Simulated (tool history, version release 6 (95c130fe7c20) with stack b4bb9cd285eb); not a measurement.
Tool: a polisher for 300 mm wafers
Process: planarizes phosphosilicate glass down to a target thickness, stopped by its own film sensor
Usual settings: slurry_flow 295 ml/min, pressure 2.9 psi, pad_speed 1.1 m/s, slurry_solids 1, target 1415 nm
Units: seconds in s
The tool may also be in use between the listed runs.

run    hour  slurry_flow  pressure  pad_speed  slurry_solids  target  wafers since the last listed run  wafers polished on this pad  hours since the slurry nozzle was cleaned  hours since the head pressure was calibrated  hours since the slurry blender was calibrated  hours since the conditioning disc was replaced  incoming thickness of the incoming film, nm  seconds
  1       0          295       2.9        1.1              1    1415                                 0                         1302                                       86.3                                         596.6                                          179.7                                           249.6                                       1934.2     66.9
       72.2  -- head pressure recalibrated
  2    72.7          260       2.9        1.1              1    1415                               453                         1756                                        159                                           0.5                                          252.4                                           322.3                                       1974.8     74.2
  3   150.2          260       2.9        1.1              1    1415                               497                         2253                                      236.5                                            78                                          329.9                                           399.8                                       1927.5       67
  4   227.8          295       3.4        1.1              1    1415                               497                         2751                                      314.1                                         155.6                                          407.5                                           477.4                                       1932.6     59.7
      244.4  -- worn pad replaced by a new one
      282.6  -- slurry blender recalibrated
      293.4  -- conditioning disc replaced and pad reconditioned
  5   328.8          295       2.9        1.1              1    1415                               596                          515                                      415.1                                         256.6                                           46.2                                            35.4                                       2002.7     72.9
        356  -- slurry nozzle cleaned
  6     396          295       2.9        1.1              1    1415                               424                          940                                         40                                         323.8                                          113.4                                           102.6                                       1954.9     68.2
  7   477.5          295       2.9        1.1              1    1415                               522                         1463                                      121.5                                         405.3                                          194.9                                           184.1                                       1966.7     69.7
  8   566.6          295       2.9        1.1              1    1415                               571                         2035                                      210.6                                         494.4                                            284                                           273.2                                       1958.6     70.1
  9   669.4          295       2.9        1.1              1    1555                               659                         2695                                      313.4                                         597.2                                          386.8                                             376                                       1945.7     51.8
      721.2  -- worn pad replaced by a new one
      742.6  -- slurry blender recalibrated
 10   756.7          345       3.6        1.1              1    1415                               521                          215                                      400.7                                         684.5                                           14.1                                           463.3                                       1956.7     51.6
      781.5  -- conditioning disc replaced and pad reconditioned
      795.3  -- head pressure recalibrated
 11   823.2          295       2.9        1.1              1    1415                               401                          616                                      467.2                                          27.9                                           80.6                                            41.7                                       1970.7     69.3
      858.8  -- slurry nozzle cleaned
 12   928.7          260       3.2        1.1              1    1415                               670                         1286                                       69.9                                         133.4                                          186.1                                           147.2                                       1994.6     68.1
 13  1030.1          245       3.4          1            0.8    1415                               650                         1937                                      171.3                                         234.8                                          287.5                                           248.6                                       1948.7     74.2
 14  1069.3          260       2.9        1.1              1    1415                               251                         2188                                      210.5                                           274                                          326.7                                           287.8                                       1930.3     67.1
 15  1140.2          295       2.9        1.1              1    1538                               454                         2643                                      281.4                                         344.9                                          397.6                                           358.7                                       1946.3       54
 16  1187.4          295       2.9        1.1              1    1415                               302                         2946                                      328.6                                         392.1                                          444.8                                           405.9                                       1968.3       73
     1230.9  -- worn pad replaced by a new one
 17  1231.3          295       2.9       0.86           0.75    1415                               256                            2                                      372.5                                           436                                          488.7                                           449.8                                       1950.8    106.6
 18    1286          245       3.4          1            0.8    1415                               350                          353                                      427.2                                         490.7                                          543.4                                           504.5                                       1939.7     74.6
     1307.3  -- slurry blender recalibrated
     1308.4  -- conditioning disc replaced and pad reconditioned
 19  1322.7          245       2.9        1.1              1    1538                               215                          568                                      463.9                                         527.4                                           15.4                                            14.3                                       1941.1     48.4
     1359.3  -- slurry nozzle cleaned
 20  1407.8          360       2.9       1.44            1.1    1350                               539                         1108                                       48.5                                         612.5                                          100.5                                            99.4                                       1965.1     58.3
 21  1457.3          295       3.5       0.82              1    1517                               317                         1426                                         98                                           662                                            150                                           148.9                                         1945     56.6
     1498.4  -- head pressure recalibrated
       1735  -- worn pad replaced by a new one
     1744.8  -- conditioning disc replaced and pad reconditioned
       1760  -- slurry blender recalibrated
 22  1777.6          295       2.9        1.1           1.25    1415                              1991                          247                                      418.3                                         279.2                                           17.6                                            32.8                                       1968.3     58.2
 23  1849.2          245         2        1.1              1    1252                               459                          707                                      489.9                                         350.8                                           89.2                                           104.4                                       1982.9    134.1
 24  1905.9          395       2.9       0.98              1    1540                               363                         1071                                      546.6                                         407.5                                          145.9                                           161.1                                       1988.9     60.6
       1941  -- slurry nozzle cleaned
 25  1990.5          295       2.5        1.1              1    1482                               536                         1607                                       49.5                                         492.1                                          230.5                                           245.7                                       1981.3     73.9
 26    2063          295       2.9        1.1              1    1415                               465                         2072                                        122                                         564.6                                            303                                           318.2                                       1957.2     71.4

Forecast each of these 3 alternatives for the next run:
  A  2063.4          295       2.9        1.1              1    1415                                 2                         2075                                      122.4                                           565                                          303.4                                           318.6                                       1954.4        ?
  B  2063.4          210       2.9        0.8              1    1515                                 2                         2075                                      122.4                                           565                                          303.4                                           318.6                                       1954.4        ?
  C  2063.4          255       2.9        1.1              1    1415                                 2                         2075                                      122.4                                           565                                          303.4                                           318.6                                       1954.4        ?

run  seconds
  A     71.1
  B     76.2
  C     71.7
Without the tool's hidden state the same runs would have given:
run  seconds
  A     64.1
  B     68.7
  C     64.7
